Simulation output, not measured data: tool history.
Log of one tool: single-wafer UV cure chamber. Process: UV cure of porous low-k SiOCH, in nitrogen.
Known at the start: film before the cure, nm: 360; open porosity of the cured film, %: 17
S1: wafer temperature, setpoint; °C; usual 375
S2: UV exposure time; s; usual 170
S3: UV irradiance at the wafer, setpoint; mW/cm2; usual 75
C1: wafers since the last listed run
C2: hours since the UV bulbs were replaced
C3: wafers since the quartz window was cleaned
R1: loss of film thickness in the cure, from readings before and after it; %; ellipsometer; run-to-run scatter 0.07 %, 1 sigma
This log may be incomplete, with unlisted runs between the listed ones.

run   hour   S1   S2   S3   C1      C2    C3     R1
  1      0  389  170   75    0  1864.7   712  6.555
  2   30.5  375  170   75  319  1895.2  1032  6.224
     101.3  -- quartz window cleaned
  3  121.1  375  170   75  865  1985.8   207  6.374
  4  137.3  375  170   75  169    2002   377  6.339
  5  160.8  375  170   90  246  2025.5   623  6.855
  6  175.7  375  170   90  156  2040.4   780  6.863
  7  190.6  375  170   90  156  2055.3   936  6.722
  8  217.8  381  170   75  285  2082.5  1221  5.887
     258.5  -- quartz window cleaned
  9    259  375  170   75  348  2123.7     5    6.4
 10  282.8  375  170   75  249  2147.5   255  6.196
 11  302.5  375  170   75  206  2167.2   461  6.143
 12  323.7  375  170   75  222  2188.4   683  6.047
 13  355.7  375  170   75  335  2220.4  1019  5.759
 14  387.3  365  105   91  331    2252  1350  4.642
     426.6  -- quartz window cleaned
 15  427.1  387  170   75  333  2291.8     5  6.412
 16  447.8  375  200  111  217  2312.5   222  8.398
 17  479.1  368  110   75  328  2343.8   550  4.492
 18  512.3  384   80   63  348    2377   898  3.103
 19  538.1  367  255   44  270  2402.8  1169  5.182
     563.7  -- UV bulbs replaced
 20  573.3  375  170   75  285     9.6  1454  7.229
     586.7  -- quartz window cleaned
 21  607.9  375  170   75  278    44.2   221  7.626
 22  624.9  375  170   75  178    61.2   400  7.547
 23  659.4  375  170  115  361    95.7   761  9.086
 24    689  384   80   63  310   125.3  1072  4.097
 25  712.3  362  170   57  244   148.6  1316  5.871
     732.1  -- quartz window cleaned
 26  732.6  375  170   75  128   168.9     4   7.72
 27  742.9  360  210  105  107   179.2   112  9.761

Below are 5 alternative next runs, each starting from the tool's condition after run 27. Predict each:
  A  743.3  375  170   75   4  179.6  117   ?
  B  743.3  357  210   89   4  179.6  117   ?
  C  743.3  375  245   50   4  179.6  117   ?
  D  743.3  362   90   61   4  179.6  117   ?
  E  743.3  367   95  108   4  179.6  117   ?

run     R1
  A  7.735
  B  8.971
  C  7.577
  D  4.489
  E  6.761
Without the tool's hidden state the same runs would have given:
run     R1
  A  7.999
  B  9.246
  C  7.839
  D  4.702
  E  7.015
